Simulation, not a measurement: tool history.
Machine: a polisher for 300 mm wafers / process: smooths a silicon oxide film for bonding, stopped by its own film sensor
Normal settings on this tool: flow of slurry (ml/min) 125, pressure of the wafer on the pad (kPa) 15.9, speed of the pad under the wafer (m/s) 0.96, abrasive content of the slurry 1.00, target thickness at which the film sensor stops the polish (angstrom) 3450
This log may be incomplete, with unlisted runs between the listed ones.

run	hour	flow of slurry (ml/min)	pressure of the wafer on the pad (kPa)	speed of the pad under the wafer (m/s)	abrasive content of the slurry	target thickness at which the film sensor stops the polish (angstrom)	wafers since the last listed run	wafers polished on this pad	hours since the slurry nozzle was cleaned	hours since the head pressure was calibrated	hours since the slurry blender was calibrated	incoming thickness of the incoming film, nm	time until the film sensor stopped the polish (s)
1	0.0	125	15.9	0.96	1.00	3450	0	4444	427.8	960.1	122.9	430.7	121.2
# hour 73.4: head pressure recalibrated
2	73.9	125	15.9	0.96	1.00	3450	885	5329	501.7	0.5	196.8	437.4	138.7
# hour 82.1: slurry nozzle cleaned
3	113.3	125	15.9	0.96	1.00	3450	472	5802	31.2	39.9	236.2	427.8	127.3
# hour 145.6: worn pad replaced by a new one
4	151.9	125	15.9	0.96	0.90	3450	426	77	69.8	78.5	274.8	420.1	107.9
5	236.6	125	15.9	0.96	1.00	3450	1042	1120	154.5	163.2	359.5	435.0	126.1
6	317.1	125	15.9	0.96	1.00	3450	991	2111	235.0	243.7	440.0	438.8	134.7
# hour 329.0: slurry blender recalibrated
7	368.1	125	15.9	0.96	1.00	3450	603	2714	286.0	294.7	39.1	432.9	117.5
8	437.0	125	15.9	0.96	0.85	3450	848	3563	354.9	363.6	108.0	439.9	140.0
9	475.1	125	15.9	0.96	0.85	3450	469	4032	393.0	401.7	146.1	425.9	119.9
# hour 542.8: slurry nozzle cleaned
10	545.2	125	15.9	0.96	1.00	3450	850	4883	2.4	471.8	216.2	433.2	129.1
11	647.5	105	15.9	0.96	1.00	3450	1259	6142	104.7	574.1	318.5	435.8	146.1
# hour 683.5: worn pad replaced by a new one
12	700.9	105	15.9	0.96	1.00	3450	608	213	158.1	627.5	371.9	424.9	116.6
13	807.3	155	15.9	0.96	1.00	3450	1310	1523	264.5	733.9	478.3	431.2	116.1
14	854.1	80	11.7	0.96	1.00	3450	576	2100	311.3	780.7	525.1	429.7	180.6
# hour 880.7: slurry blender recalibrated
15	949.9	150	15.9	0.78	1.25	3160	1154	3255	407.1	876.5	69.2	426.9	160.9
16	1018.4	125	15.9	0.62	1.00	3450	843	4098	475.6	945.0	137.7	435.3	181.8
# hour 1036.3: slurry nozzle cleaned
17	1087.7	125	15.9	0.96	1.00	3450	840	4939	51.4	1014.3	207.0	422.2	115.3
18	1132.5	95	15.9	0.96	1.00	3450	551	5491	96.2	1059.1	251.8	422.4	123.6
19	1232.5	125	15.9	0.72	1.00	3450	1231	6722	196.2	1159.1	351.8	428.3	171.7
# hour 1238.4: worn pad replaced by a new one
# hour 1239.3: head pressure recalibrated
20	1286.7	125	15.9	0.96	1.00	3450	606	583	250.4	47.4	406.0	437.1	129.9
# hour 1338.8: slurry blender recalibrated
21	1384.1	125	15.9	0.96	1.00	3450	1174	1758	347.8	144.8	45.3	428.1	110.8
22	1440.5	105	17.9	0.76	0.90	3450	694	2452	404.2	201.2	101.7	438.1	146.4
23	1507.1	160	18.6	1.22	1.00	3660	820	3272	470.8	267.8	168.3	427.1	59.9
24	1549.1	125	17.9	0.96	1.00	3450	517	3790	512.8	309.8	210.3	430.2	110.9
# hour 1584.6: slurry nozzle cleaned
25	1610.4	125	15.9	0.64	1.00	3450	742	4532	25.8	371.1	271.6	436.2	191.5
26	1679.6	125	15.9	1.28	1.00	3450	852	5384	95.0	440.3	340.8	432.5	108.8
27	1739.1	125	15.9	1.28	1.00	3450	732	6117	154.5	499.8	400.3	429.4	109.7
# hour 1783.7: worn pad replaced by a new one
28	1828.7	140	15.9	0.96	0.90	3450	1054	553	244.1	589.4	489.9	427.8	122.4
29	1877.6	125	15.9	1.14	1.00	3450	602	1155	293.0	638.3	538.8	421.5	98.7
# hour 1897.3: slurry blender recalibrated
30	1935.1	125	15.9	0.96	1.00	3450	683	1839	350.5	695.8	37.8	429.9	112.0
31	2026.4	125	15.9	0.96	1.25	3450	1124	2963	441.8	787.1	129.1	428.6	106.5

What if the next run were any one of these 3? Each begins from the tool's condition after run 31:
A	2026.9	125	15.9	1.16	1.00	3450	6	2969	442.3	787.6	129.6	435.5	?
B	2026.9	155	20.0	1.16	1.00	3540	6	2969	442.3	787.6	129.6	435.5	?
C	2026.9	90	15.9	0.96	1.00	3450	6	2969	442.3	787.6	129.6	435.5	?

run	time until the film sensor stopped the polish (s)
A	107.8
B	74.3
C	133.6
Stripped of hidden state, with their random variation kept, the same runs would have yielded:
run	time until the film sensor stopped the polish (s)
A	97.7
B	67.4
C	121.0

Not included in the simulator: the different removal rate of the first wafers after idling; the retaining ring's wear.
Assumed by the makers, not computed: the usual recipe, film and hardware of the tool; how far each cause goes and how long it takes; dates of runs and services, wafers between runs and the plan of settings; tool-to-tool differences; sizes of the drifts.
